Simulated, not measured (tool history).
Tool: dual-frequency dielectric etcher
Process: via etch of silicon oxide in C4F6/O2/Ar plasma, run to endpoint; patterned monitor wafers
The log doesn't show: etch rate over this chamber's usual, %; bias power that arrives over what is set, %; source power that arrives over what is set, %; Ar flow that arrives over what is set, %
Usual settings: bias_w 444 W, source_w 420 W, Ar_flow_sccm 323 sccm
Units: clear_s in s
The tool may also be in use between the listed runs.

run,hour,bias_w,source_w,Ar_flow_sccm,wafers since the last listed run,hours since the last wet clean,hours since the last bias power generator calibration,hours since the last source power generator calibration,hours since the last Ar flow controller change,hours since the last upper electrode change,"incoming incoming film thickness, nm",clear_s
1,0.0,397,420,323,0,13.9,1893.3,3314.8,918.4,3915.5,188.6,41.8
# hour 143.0: source power generator calibrated
2,173.3,397,420,323,3131,187.2,2066.6,30.3,1091.7,4088.8,186.9,41.5
# hour 233.7: upper electrode replaced, of another model than before
3,238.9,397,420,323,769,252.8,2132.2,95.9,1157.3,5.2,190.3,42.4
# hour 269.7: bias power generator calibrated
4,321.2,444,420,283,1448,335.1,51.5,178.2,1239.6,87.5,191.3,40.6
5,398.4,444,420,323,1427,412.3,128.7,255.4,1316.8,164.7,189.4,41.1
6,478.4,444,420,323,1479,492.3,208.7,335.4,1396.8,244.7,190.7,42.2
# hour 557.7: wet clean of the chamber
7,571.5,470,480,323,1278,13.8,301.8,428.5,1489.9,337.8,190.1,38.9
8,677.1,470,480,323,1953,119.4,407.4,534.1,1595.5,443.4,191.0,39.7
9,737.6,470,480,323,1118,179.9,467.9,594.6,1656.0,503.9,189.9,39.0
10,788.0,444,490,323,932,230.3,518.3,645.0,1706.4,554.3,188.1,39.3
11,865.4,444,420,323,1431,307.7,595.7,722.4,1783.8,631.7,187.7,40.7
12,910.6,444,370,380,836,352.9,640.9,767.6,1829.0,676.9,189.0,43.1
# hour 920.3: Ar flow controller replaced
13,962.6,444,360,277,850,404.9,692.9,819.6,42.3,728.9,189.6,41.8
# hour 1034.6: wet clean of the chamber
14,1050.6,470,480,323,1183,16.0,780.9,907.6,130.3,816.9,188.1,38.6
15,1133.3,444,500,323,1529,98.7,863.6,990.3,213.0,899.6,189.8,39.0
16,1190.7,367,350,351,1061,156.1,921.0,1047.7,270.4,957.0,190.0,45.5
17,1248.9,444,320,323,1076,214.3,979.2,1105.9,328.6,1015.2,189.7,42.8
18,1302.5,397,370,323,991,267.9,1032.8,1159.5,382.2,1068.8,189.8,43.9
19,1339.4,414,450,323,682,304.8,1069.7,1196.4,419.1,1105.7,187.9,41.4
20,1439.3,444,420,323,1847,404.7,1169.6,1296.3,519.0,1205.6,190.5,42.3
21,1497.4,474,480,390,1074,462.8,1227.7,1354.4,577.1,1263.7,191.4,41.4
# hour 1600.1: wet clean of the chamber
22,1602.0,504,520,265,1490,1.9,1332.3,1459.0,681.7,1368.3,189.3,35.6
23,1638.1,444,420,323,667,38.0,1368.4,1495.1,717.8,1404.4,188.3,39.8
24,1693.9,444,420,271,1032,93.8,1424.2,1550.9,773.6,1460.2,188.6,39.6
25,1772.7,509,420,347,1457,172.6,1503.0,1629.7,852.4,1539.0,188.6,39.3
26,1811.3,444,460,323,713,211.2,1541.6,1668.3,891.0,1577.6,189.3,40.2
27,1854.1,492,360,354,791,254.0,1584.4,1711.1,933.8,1620.4,189.5,41.5
28,1920.8,444,320,323,1233,320.7,1651.1,1777.8,1000.5,1687.1,192.4,44.3
29,1970.2,359,470,345,913,370.1,1700.5,1827.2,1049.9,1736.5,188.9,43.2

The tool's hidden state at each run:
bias power that arrives over what is set, %: 0 in every run
source power that arrives over what is set, %: 0 in every run
Ar flow that arrives over what is set, %: 0 in every run
H1: etch rate over this chamber's usual, %
run,H1
1,0.797
2,-0.253
3,-0.651
4,-1.15
5,-1.62
6,-2.1
7,-0.199
8,-0.839
9,-1.21
10,-1.51
11,-1.98
12,-2.25
13,-2.57
14,-0.269
15,-0.77
16,-1.12
17,-1.47
18,-1.8
19,-2.02
20,-2.62
21,-2.98
22,0.19
23,-0.0289
24,-0.367
25,-0.845
26,-1.08
27,-1.34
28,-1.74
29,-2.04
